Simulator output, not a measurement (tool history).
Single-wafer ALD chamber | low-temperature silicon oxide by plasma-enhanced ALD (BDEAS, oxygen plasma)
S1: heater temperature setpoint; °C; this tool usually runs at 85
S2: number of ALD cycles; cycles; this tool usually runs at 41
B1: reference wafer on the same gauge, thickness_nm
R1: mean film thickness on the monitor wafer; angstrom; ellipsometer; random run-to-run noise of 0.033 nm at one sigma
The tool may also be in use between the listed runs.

run    hour  S1  S2     B1     R1
  1     0.0  85  41  5.508  60.58
  2    74.5  85  41  5.508  59.66
  3   161.7  85  41  5.513  59.87
  4   287.3  85  41  5.513  60.34
  5   454.3  85  41  5.514  59.91
  6   509.1  85  47  5.513  68.92
  7   564.4  85  47  5.509  68.52
  8   608.3  85  41  5.508  60.22
  9   898.1  85  41  5.509  60.47
 10  1003.1  85  41  5.514  60.69
 11  1083.0  85  41  5.514  60.38
 12  1156.9  85  41  5.507  60.39
 13  1203.2  85  41  5.514  60.15
 14  1306.8  85  41  5.508  60.58
 15  1396.5  85  41  5.511  59.62
 16  1480.5  94  41  5.517  58.00
 17  1559.6  94  41  5.505  58.20
     1606.4  -- gauge calibrated
     1645.5  -- thermocouple changed; heater temperature recalibrated
 18  1654.0  85  41  5.512  60.21
 19  1693.8  85  41  5.508  60.20
 20  1733.3  85  41  5.509  59.62
 21  1770.8  85  41  5.514  59.56
 22  1827.6  99  45  5.512  62.59
 23  1921.0  85  41  5.506  60.26
 24  1998.8  96  48  5.519  67.98
 25  2245.0  94  37  5.506  52.86
 26  2313.9  85  41  5.509  60.09
 27  2411.3  85  35  5.510  51.29
 28  2462.0  97  41  5.508  58.09
 29  2522.7  75  47  5.513  71.27
 30  2579.8  72  36  5.511  55.13
 31  2636.5  79  35  5.510  52.59
 32  2691.6  70  38  5.509  58.66
 33  2774.7  76  47  5.507  71.47
 34  2870.6  78  37  5.512  55.70
 35  2930.9  85  41  5.501  60.65
 36  2979.3  76  36  5.509  54.39
 37  3035.5  73  48  5.512  73.15
 38  3090.4  85  41  5.508  59.96
 39  3197.4  85  41  5.509  59.84
 40  3255.0  90  43  5.509  62.61

Below are 5 alternative next runs, each starting from the tool's condition after run 40. Predict each:
  A  3255.5  85  41   ?   ?
  B  3255.5  85  48   ?   ?
  C  3255.5  91  37   ?   ?
  D  3255.5  72  34   ?   ?
  E  3255.5  72  48   ?   ?

run     B1     R1
  A  5.508  60.96
  B  5.508  71.36
  C  5.508  53.85
  D  5.508  52.85
  E  5.508  74.61
Stripped of hidden state, with their random variation kept, the same runs would have yielded:
run     R1
  A  60.96
  B  71.36
  C  53.85
  D  52.85
  E  74.61
